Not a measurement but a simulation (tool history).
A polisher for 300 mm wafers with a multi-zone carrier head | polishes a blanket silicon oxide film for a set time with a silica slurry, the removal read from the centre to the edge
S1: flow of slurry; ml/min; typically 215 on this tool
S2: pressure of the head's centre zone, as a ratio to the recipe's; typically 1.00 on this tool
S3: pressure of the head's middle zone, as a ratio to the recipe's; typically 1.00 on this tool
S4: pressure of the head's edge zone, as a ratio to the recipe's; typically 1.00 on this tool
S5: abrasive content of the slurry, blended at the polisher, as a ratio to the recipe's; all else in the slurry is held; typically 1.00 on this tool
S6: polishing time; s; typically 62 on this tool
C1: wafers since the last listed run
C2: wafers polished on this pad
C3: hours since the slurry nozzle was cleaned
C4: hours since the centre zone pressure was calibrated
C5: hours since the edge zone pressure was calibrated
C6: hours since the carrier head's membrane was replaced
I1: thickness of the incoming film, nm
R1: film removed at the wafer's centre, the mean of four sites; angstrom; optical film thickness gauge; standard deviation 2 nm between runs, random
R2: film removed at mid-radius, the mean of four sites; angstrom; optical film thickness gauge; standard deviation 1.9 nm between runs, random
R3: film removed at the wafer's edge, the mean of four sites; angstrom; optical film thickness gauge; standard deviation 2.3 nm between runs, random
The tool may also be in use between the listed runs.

| run | hour | S1 | S2 | S3 | S4 | S5 | S6 | C1 | C2 | C3 | C4 | C5 | C6 | I1 | R1 | R2 | R3 |
|---|---|---|---|---|---|---|---|---|---|---|---|---|---|---|---|---|---|
| 1 | 0.0 | 215 | 1.00 | 1.04 | 1.00 | 1.00 | 62 | 0 | 1373 | 536.8 | 1348.1 | 29.5 | 116.5 | 1274.2 | 1411 | 1466 | 1508 |
|  | 9.6 | worn pad replaced by a new one |
| 2 | 17.5 | 215 | 1.00 | 1.00 | 1.10 | 1.00 | 73 | 159 | 92 | 554.3 | 1365.6 | 47.0 | 134.0 | 1275.7 | 1861 | 1897 | 1988 |
| 3 | 25.2 | 215 | 1.00 | 1.00 | 1.00 | 1.00 | 62 | 90 | 183 | 562.0 | 1373.3 | 54.7 | 141.7 | 1301.6 | 1552 | 1597 | 1639 |
| 4 | 41.1 | 215 | 1.00 | 1.00 | 1.00 | 1.15 | 62 | 187 | 370 | 577.9 | 1389.2 | 70.6 | 157.6 | 1265.6 | 1699 | 1688 | 1784 |
| 5 | 50.2 | 215 | 1.00 | 0.92 | 1.00 | 0.90 | 62 | 107 | 478 | 587.0 | 1398.3 | 79.7 | 166.7 | 1293.1 | 1444 | 1341 | 1514 |
|  | 58.1 | centre zone pressure recalibrated |
| 6 | 64.4 | 215 | 1.00 | 1.00 | 0.89 | 1.00 | 43 | 143 | 622 | 601.2 | 6.3 | 93.9 | 180.9 | 1303.4 | 1037 | 1044 | 1053 |
| 7 | 71.3 | 215 | 0.94 | 1.00 | 1.04 | 1.00 | 69 | 81 | 703 | 608.1 | 13.2 | 100.8 | 187.8 | 1289.3 | 1598 | 1723 | 1757 |
| 8 | 80.1 | 215 | 0.91 | 1.00 | 1.00 | 1.00 | 49 | 103 | 807 | 616.9 | 22.0 | 109.6 | 196.6 | 1283.5 | 1097 | 1205 | 1199 |
| 9 | 98.0 | 255 | 0.92 | 1.00 | 1.00 | 1.00 | 62 | 211 | 1018 | 634.8 | 39.9 | 127.5 | 214.5 | 1305.2 | 1407 | 1534 | 1541 |
|  | 106.0 | slurry nozzle cleaned |
| 10 | 106.5 | 215 | 1.00 | 0.89 | 1.11 | 1.00 | 62 | 88 | 1106 | 0.5 | 48.4 | 136.0 | 223.0 | 1289.0 | 1398 | 1349 | 1566 |
| 11 | 121.3 | 215 | 0.92 | 1.00 | 1.00 | 1.00 | 62 | 174 | 1281 | 15.3 | 63.2 | 150.8 | 237.8 | 1290.7 | 1347 | 1452 | 1498 |
|  | 137.1 | worn pad replaced by a new one |
| 12 | 137.4 | 215 | 1.00 | 1.00 | 1.00 | 1.00 | 62 | 142 | 3 | 31.4 | 79.3 | 166.9 | 253.9 | 1298.7 | 1575 | 1586 | 1639 |
| 13 | 148.3 | 190 | 1.00 | 1.00 | 1.00 | 1.00 | 62 | 128 | 132 | 42.3 | 90.2 | 177.8 | 264.8 | 1309.3 | 1548 | 1596 | 1600 |
| 14 | 155.6 | 275 | 1.00 | 1.00 | 1.00 | 0.75 | 62 | 86 | 218 | 49.6 | 97.5 | 185.1 | 272.1 | 1287.2 | 1344 | 1381 | 1366 |
| 15 | 170.1 | 215 | 1.00 | 1.00 | 1.00 | 1.00 | 62 | 171 | 389 | 64.1 | 112.0 | 199.6 | 286.6 | 1269.0 | 1582 | 1615 | 1599 |
| 16 | 179.8 | 215 | 1.00 | 1.00 | 1.00 | 1.00 | 53 | 114 | 503 | 73.8 | 121.7 | 209.3 | 296.3 | 1308.8 | 1293 | 1339 | 1362 |
| 17 | 195.5 | 250 | 1.00 | 0.91 | 1.00 | 1.00 | 62 | 185 | 688 | 89.5 | 137.4 | 225.0 | 312.0 | 1298.8 | 1524 | 1436 | 1563 |
| 18 | 210.2 | 240 | 1.00 | 1.05 | 1.00 | 1.15 | 72 | 173 | 862 | 104.2 | 152.1 | 239.7 | 326.7 | 1280.9 | 1843 | 2015 | 1985 |
| 19 | 226.1 | 215 | 1.09 | 0.90 | 1.00 | 1.00 | 62 | 187 | 1049 | 120.1 | 168.0 | 255.6 | 342.6 | 1293.0 | 1539 | 1363 | 1519 |
| 20 | 236.1 | 215 | 1.00 | 1.00 | 1.00 | 1.15 | 62 | 117 | 1167 | 130.1 | 178.0 | 265.6 | 352.6 | 1301.0 | 1518 | 1598 | 1600 |
|  | 247.6 | worn pad replaced by a new one |
| 21 | 251.1 | 215 | 1.00 | 1.00 | 1.00 | 1.00 | 62 | 129 | 41 | 145.1 | 193.0 | 280.6 | 367.6 | 1276.6 | 1639 | 1642 | 1637 |

Alternative continuations, all from the tool just after run 21; predict every row:
| A | 251.5 | 215 | 1.00 | 1.00 | 1.00 | 1.00 | 62 | 4 | 46 | 145.5 | 193.4 | 281.0 | 368.0 | 1295.8 | ? | ? | ? |
| B | 251.5 | 215 | 1.00 | 0.88 | 0.95 | 1.00 | 62 | 4 | 46 | 145.5 | 193.4 | 281.0 | 368.0 | 1295.8 | ? | ? | ? |
| C | 251.5 | 215 | 0.94 | 1.00 | 1.00 | 1.00 | 62 | 4 | 46 | 145.5 | 193.4 | 281.0 | 368.0 | 1295.8 | ? | ? | ? |
| D | 251.5 | 215 | 1.00 | 1.00 | 0.90 | 1.00 | 62 | 4 | 46 | 145.5 | 193.4 | 281.0 | 368.0 | 1295.8 | ? | ? | ? |
| E | 251.5 | 170 | 1.00 | 1.00 | 1.00 | 1.00 | 62 | 4 | 46 | 145.5 | 193.4 | 281.0 | 368.0 | 1295.8 | ? | ? | ? |

| run | R1 | R2 | R3 |
|---|---|---|---|
| A | 1576 | 1600 | 1639 |
| B | 1575 | 1438 | 1616 |
| C | 1510 | 1601 | 1639 |
| D | 1576 | 1600 | 1588 |
| E | 1542 | 1569 | 1615 |
With no hidden state in the tool, these same runs would have given:
| run | R1 | R2 | R3 |
|---|---|---|---|
| A | 1583 | 1607 | 1646 |
| B | 1582 | 1445 | 1623 |
| C | 1517 | 1608 | 1646 |
| D | 1583 | 1608 | 1595 |
| E | 1548 | 1576 | 1622 |
